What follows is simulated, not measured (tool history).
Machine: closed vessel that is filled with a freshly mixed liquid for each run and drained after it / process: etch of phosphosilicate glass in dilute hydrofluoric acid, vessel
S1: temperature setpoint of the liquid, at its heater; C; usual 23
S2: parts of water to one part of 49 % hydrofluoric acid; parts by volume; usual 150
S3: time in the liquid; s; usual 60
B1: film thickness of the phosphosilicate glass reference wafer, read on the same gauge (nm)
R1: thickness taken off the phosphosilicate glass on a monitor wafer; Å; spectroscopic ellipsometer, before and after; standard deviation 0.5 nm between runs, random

run   hour    S1   S2  S3      B1     R1
  1      0    23  150  50     120  460.3
  2   41.7    25  150  60  119.94  601.5
      90.6  -- thermometer replaced
  3   93.2    23  150  60  119.98  561.1
  4  162.1    23  150  60  120.01  566.8
  5  222.5    23  150  85  120.03  794.8
  6  254.2    23  170  60  119.97  482.1
  7  282.7    23  150  60     120  562.2
  8  335.3    23  150  60     120  566.7
  9  397.4    23  150  75  120.01  703.4
 10  434.1    23  150  75  120.01  700.2
 11  476.5    23  150  75  119.98  724.7
 12  531.6    23  150  60  120.01  572.3
 13  576.9    23  150  60  119.99  569.7
 14  644.8    22  185  60  119.96  429.3
     688.1  -- hydrofluoric acid flow meter replaced
 15  752.9  27.5  150  60  120.03  721.4
 16    777    23  175  30     120  255.3
 17  815.3    20  115  60  120.01  727.1
 18  852.2    21  150  60  120.02  555.2
 19  918.8    23  150  60  120.02  609.3

Run 20, settings as shown, results not yet in. Your forecast:
 20  977.9  23  150  60   ?   ?

B1: 120.01
R1: 606 Å
Were there no unlogged condition in the tool, this run, its random variation unchanged, would have produced R1 513.3 Å.
